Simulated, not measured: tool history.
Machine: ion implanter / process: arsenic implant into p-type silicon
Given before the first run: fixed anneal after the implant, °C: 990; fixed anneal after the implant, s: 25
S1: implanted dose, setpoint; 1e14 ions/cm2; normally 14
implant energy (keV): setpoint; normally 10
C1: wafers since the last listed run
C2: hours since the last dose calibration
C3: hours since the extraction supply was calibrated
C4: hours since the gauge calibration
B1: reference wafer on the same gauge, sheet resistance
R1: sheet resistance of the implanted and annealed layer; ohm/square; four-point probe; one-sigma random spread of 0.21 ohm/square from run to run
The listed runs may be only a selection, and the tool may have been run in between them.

run 1 hour=0 | S1=15.28 implant_energy_(keV)=10 | C1=0 C2=631.3 C3=4780.7 C4=319.9 | B1=120.98 | R1=137.88
run 2 hour=33.8 | S1=15.28 implant_energy_(keV)=10 | C1=374 C2=665.1 C3=4814.5 C4=353.7 | B1=121.03 | R1=138.2
run 3 hour=153.1 | S1=15.28 implant_energy_(keV)=10 | C1=1321 C2=784.4 C3=4933.8 C4=473 | B1=121.04 | R1=138.43
run 4 hour=212.7 | S1=17.3 implant_energy_(keV)=10 | C1=660 C2=844 C3=4993.4 C4=532.6 | B1=120.97 | R1=134.84
run 5 hour=245.8 | S1=14 implant_energy_(keV)=10 | C1=366 C2=877.1 C3=5026.5 C4=565.7 | B1=120.95 | R1=141.3
run 6 hour=303.1 | S1=14 implant_energy_(keV)=10 | C1=634 C2=934.4 C3=5083.8 C4=623 | B1=121.01 | R1=141.36
-- hour=334.9 gauge calibrated
run 7 hour=369.9 | S1=14 implant_energy_(keV)=10 | C1=740 C2=1001.2 C3=5150.6 C4=35 | B1=121 | R1=141.84
run 8 hour=437.9 | S1=14 implant_energy_(keV)=10 | C1=753 C2=1069.2 C3=5218.6 C4=103 | B1=121.03 | R1=141.41
-- hour=480.8 extraction supply calibrated
run 9 hour=500 | S1=14 implant_energy_(keV)=10 | C1=599 C2=1131.3 C3=19.2 C4=165.1 | B1=121.06 | R1=141.99
run 10 hour=608.5 | S1=10.94 implant_energy_(keV)=10 | C1=1202 C2=1239.8 C3=127.7 C4=273.6 | B1=121.07 | R1=153
run 11 hour=649.1 | S1=12.93 implant_energy_(keV)=10 | C1=449 C2=1280.4 C3=168.3 C4=314.2 | B1=120.99 | R1=145.06
run 12 hour=677 | S1=12.93 implant_energy_(keV)=10 | C1=309 C2=1308.3 C3=196.2 C4=342.1 | B1=120.97 | R1=145.29
run 13 hour=739.6 | S1=14 implant_energy_(keV)=10 | C1=693 C2=1370.9 C3=258.8 C4=404.7 | B1=121.1 | R1=141.92
run 14 hour=782.6 | S1=14 implant_energy_(keV)=10 | C1=476 C2=1413.9 C3=301.8 C4=447.7 | B1=120.97 | R1=141.93
run 15 hour=814.9 | S1=14 implant_energy_(keV)=10 | C1=357 C2=1446.2 C3=334.1 C4=480 | B1=120.99 | R1=141.79
run 16 hour=856.9 | S1=16.25 implant_energy_(keV)=8 | C1=465 C2=1488.2 C3=376.1 C4=522 | B1=121.01 | R1=142.51
run 17 hour=904.9 | S1=12.09 implant_energy_(keV)=7.5 | C1=531 C2=1536.2 C3=424.1 C4=570 | B1=120.96 | R1=155.55
-- hour=939 Faraday cup replaced and dose calibrated
run 18 hour=961.6 | S1=14 implant_energy_(keV)=7.5 | C1=539 C2=22.6 C3=480.8 C4=626.7 | B1=121.01 | R1=147.49
-- hour=977.1 gauge calibrated
run 19 hour=999.4 | S1=15.28 implant_energy_(keV)=10 | C1=418 C2=60.4 C3=518.6 C4=22.3 | B1=120.95 | R1=137.14
run 20 hour=1059.2 | S1=16.79 implant_energy_(keV)=8 | C1=662 C2=120.2 C3=578.4 C4=82.1 | B1=120.96 | R1=140.26
run 21 hour=1124.9 | S1=9.82 implant_energy_(keV)=12 | C1=728 C2=185.9 C3=644.1 C4=147.8 | B1=121.01 | R1=152.5
run 22 hour=1189.7 | S1=12.89 implant_energy_(keV)=12.5 | C1=718 C2=250.7 C3=708.9 C4=212.6 | B1=120.98 | R1=136.81
run 23 hour=1221.8 | S1=16.45 implant_energy_(keV)=8.5 | C1=355 C2=282.8 C3=741 C4=244.7 | B1=121.01 | R1=139
run 24 hour=1286.3 | S1=17.49 implant_energy_(keV)=8 | C1=714 C2=347.3 C3=805.5 C4=309.2 | B1=120.98 | R1=139.17
run 25 hour=1329.9 | S1=11.22 implant_energy_(keV)=11.5 | C1=483 C2=390.9 C3=849.1 C4=352.8 | B1=121.06 | R1=146.47

Some steps in R1, run to run, broken into two amounts with sign: the step expected even without the hidden condition (settings, incoming material, random variation), and the rest, left for the hidden condition together with whatever gauge scatter is not in both the measured and the hidden-condition-free result:
Unlogged tool condition in this case: deviation of the true dose from the Faraday cup's reading, %; deviation of the true energy from its setpoint, %; gauge reads high (%).
Run 9 -> 10: S1 14 -> 10.94. R1 +11.01 ohm/square: hidden state +0.77, all else +10.24.
Run 16 -> 17: S1 16.25 -> 12.09, implant energy (keV) 8 -> 7.5. R1 +13.04 ohm/square: hidden state +0.74, all else +12.3.
Run 17 -> 18: S1 12.09 -> 14, Faraday cup replaced and dose calibrated. R1 -8.06 ohm/square: hidden state -2.2, all else -5.86.
Run 21 -> 22: S1 9.82 -> 12.89, implant energy (keV) 12 -> 12.5. R1 -15.69 ohm/square: hidden state -0.02, all else -15.67.
